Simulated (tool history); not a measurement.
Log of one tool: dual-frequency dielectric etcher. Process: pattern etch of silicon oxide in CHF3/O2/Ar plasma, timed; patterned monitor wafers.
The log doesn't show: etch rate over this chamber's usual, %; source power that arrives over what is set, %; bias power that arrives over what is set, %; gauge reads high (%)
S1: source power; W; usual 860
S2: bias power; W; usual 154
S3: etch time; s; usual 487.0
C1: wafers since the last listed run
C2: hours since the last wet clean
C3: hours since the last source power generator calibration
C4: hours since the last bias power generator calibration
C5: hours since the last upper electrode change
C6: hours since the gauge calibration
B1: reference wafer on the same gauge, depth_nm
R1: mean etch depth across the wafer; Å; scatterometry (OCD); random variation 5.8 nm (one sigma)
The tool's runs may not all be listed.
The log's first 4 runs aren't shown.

{"run": 5, "day": 6.729, "S1": 860, "S2": 154, "S3": 487.0, "C1": 107, "C2": 210.0, "C3": 3366.1, "C4": 2826.5, "C5": 219.8, "C6": 272.6, "B1": 893.6, "R1": 9933}
{"run": 6, "day": 9.404, "S1": 860, "S2": 154, "S3": 487.0, "C1": 216, "C2": 274.2, "C3": 3430.3, "C4": 2890.7, "C5": 284.0, "C6": 336.8, "B1": 894.1, "R1": 10009}
{"run": 7, "day": 12.158, "S1": 860, "S2": 154, "S3": 487.0, "C1": 222, "C2": 340.3, "C3": 3496.4, "C4": 2956.8, "C5": 350.1, "C6": 402.9, "B1": 896.8, "R1": 9961}
{"run": 8, "day": 14.633, "S1": 860, "S2": 154, "S3": 487.0, "C1": 200, "C2": 399.7, "C3": 3555.8, "C4": 3016.2, "C5": 409.5, "C6": 462.3, "B1": 896.0, "R1": 10198}
{"day": 16.288, "done": "wet clean of the chamber"}
{"run": 9, "day": 17.617, "S1": 940, "S2": 179, "S3": 623.0, "C1": 160, "C2": 31.9, "C3": 3627.4, "C4": 3087.8, "C5": 481.1, "C6": 533.9, "B1": 894.9, "R1": 13900}
{"run": 10, "day": 18.771, "S1": 860, "S2": 154, "S3": 487.0, "C1": 93, "C2": 59.6, "C3": 3655.1, "C4": 3115.5, "C5": 508.8, "C6": 561.6, "B1": 895.4, "R1": 9670}
{"run": 11, "day": 21.112, "S1": 950, "S2": 128, "S3": 534.5, "C1": 189, "C2": 115.8, "C3": 3711.3, "C4": 3171.7, "C5": 565.0, "C6": 617.8, "B1": 894.7, "R1": 10736}
{"run": 12, "day": 24.05, "S1": 1040, "S2": 154, "S3": 565.0, "C1": 237, "C2": 186.3, "C3": 3781.8, "C4": 3242.2, "C5": 635.5, "C6": 688.3, "B1": 895.4, "R1": 12809}
{"run": 13, "day": 25.121, "S1": 860, "S2": 154, "S3": 487.0, "C1": 86, "C2": 212.0, "C3": 3807.5, "C4": 3267.9, "C5": 661.2, "C6": 714.0, "B1": 895.7, "R1": 9891}
{"run": 14, "day": 27.254, "S1": 960, "S2": 133, "S3": 487.0, "C1": 172, "C2": 263.2, "C3": 3858.7, "C4": 3319.1, "C5": 712.4, "C6": 765.2, "B1": 895.4, "R1": 10095}
{"day": 27.5, "done": "source power generator calibrated"}
{"run": 15, "day": 29.612, "S1": 700, "S2": 172, "S3": 362.5, "C1": 177, "C2": 319.8, "C3": 50.7, "C4": 3375.7, "C5": 769.0, "C6": 821.8, "B1": 895.0, "R1": 6833}
{"run": 16, "day": 32.55, "S1": 860, "S2": 154, "S3": 487.0, "C1": 237, "C2": 390.3, "C3": 121.2, "C4": 3446.2, "C5": 839.5, "C6": 892.3, "B1": 897.0, "R1": 10084}
{"day": 34.467, "done": "wet clean of the chamber"}
{"run": 17, "day": 40.262, "S1": 1020, "S2": 154, "S3": 592.5, "C1": 542, "C2": 139.1, "C3": 306.3, "C4": 3631.3, "C5": 1024.6, "C6": 1077.4, "B1": 895.4, "R1": 12952}
{"day": 40.821, "done": "bias power generator calibrated"}
{"run": 18, "day": 41.767, "S1": 1020, "S2": 178, "S3": 371.5, "C1": 108, "C2": 175.2, "C3": 342.4, "C4": 22.7, "C5": 1060.7, "C6": 1113.5, "B1": 896.0, "R1": 8731}
{"run": 19, "day": 42.825, "S1": 1080, "S2": 177, "S3": 487.0, "C1": 85, "C2": 200.6, "C3": 367.8, "C4": 48.1, "C5": 1086.1, "C6": 1138.9, "B1": 894.9, "R1": 11784}

Forecast run 20:
{"run": 20, "day": 44.696, "S1": 860, "S2": 186, "S3": 487.0, "C1": 151, "C2": 245.5, "C3": 412.7, "C4": 93.0, "C5": 1131.0, "C6": 1183.8, "B1": "?", "R1": "?"}

B1: 893.4
R1: 10550 Å
Without the tool's hidden state the same run would have given R1 10371 Å.
